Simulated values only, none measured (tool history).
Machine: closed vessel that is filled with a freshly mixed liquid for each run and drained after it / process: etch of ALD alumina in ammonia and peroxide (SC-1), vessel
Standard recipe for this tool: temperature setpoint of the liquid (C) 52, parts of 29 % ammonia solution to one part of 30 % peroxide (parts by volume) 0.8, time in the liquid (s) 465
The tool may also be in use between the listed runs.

| run | day | temperature setpoint of the liquid (C) | parts of 29 % ammonia solution to one part of 30 % peroxide (parts by volume) | time in the liquid (s) | read-back film thickness of the ALD alumina reference wafer, read on the same gauge (nm) | thickness taken off the ALD alumina on a monitor wafer (Å) |
|---|---|---|---|---|---|---|
| 1 | 0 | 52 | 0.6 | 465 | 70.01 | 252.8 |
| 2 | 3.846 | 52 | 0.6 | 465 | 70.02 | 248.8 |
| 3 | 5.312 | 52 | 0.8 | 605 | 69.99 | 321.1 |
| 4 | 6.279 | 52 | 0.8 | 560 | 70.01 | 302.2 |
|  | 6.408 | thermometer replaced |
| 5 | 7.271 | 52 | 0.8 | 560 | 69.99 | 332.7 |
| 6 | 8.3 | 52 | 0.8 | 560 | 69.98 | 337.4 |
|  | 8.479 | new drum of ammonia solution connected |
| 7 | 9.083 | 52 | 0.7 | 465 | 70 | 275.6 |
|  | 10.438 | ammonia flow meter replaced |
| 8 | 10.933 | 42.5 | 0.8 | 465 | 70 | 161.2 |
| 9 | 11.654 | 56 | 0.45 | 250 | 70.01 | 172.8 |
| 10 | 12.938 | 52 | 0.8 | 715 | 69.99 | 415.6 |
| 11 | 13.733 | 52 | 0.8 | 465 | 69.99 | 268.8 |
|  | 13.854 | gauge calibrated |
| 12 | 14.771 | 57 | 0.7 | 335 | 69.97 | 252.2 |
| 13 | 15.504 | 49 | 0.8 | 215 | 70 | 104.8 |
| 14 | 16.654 | 60 | 0.8 | 465 | 70.02 | 408.2 |
| 15 | 17.408 | 55.5 | 1.1 | 570 | 69.98 | 410.5 |

Alternative continuations, all from the tool just after run 15; predict every row:
| A | 17.442 | 52 | 0.8 | 315 | ? | ? |
| B | 17.442 | 48 | 1.1 | 620 | ? | ? |
| C | 17.442 | 54.5 | 0.8 | 740 | ? | ? |
| D | 17.442 | 52 | 1.1 | 465 | ? | ? |
| E | 17.442 | 59 | 0.7 | 705 | ? | ? |

| run | read-back film thickness of the ALD alumina reference wafer, read on the same gauge (nm) | thickness taken off the ALD alumina on a monitor wafer (Å) |
|---|---|---|
| A | 70.01 | 179.8 |
| B | 70.01 | 292.2 |
| C | 70.01 | 483.6 |
| D | 70.01 | 273.6 |
| E | 70.01 | 577.2 |
Without the tool's unlogged condition, the same runs would have read:
| run | thickness taken off the ALD alumina on a monitor wafer (Å) |
|---|---|
| A | 191.1 |
| B | 311.1 |
| C | 513.5 |
| D | 290.7 |
| E | 611.7 |

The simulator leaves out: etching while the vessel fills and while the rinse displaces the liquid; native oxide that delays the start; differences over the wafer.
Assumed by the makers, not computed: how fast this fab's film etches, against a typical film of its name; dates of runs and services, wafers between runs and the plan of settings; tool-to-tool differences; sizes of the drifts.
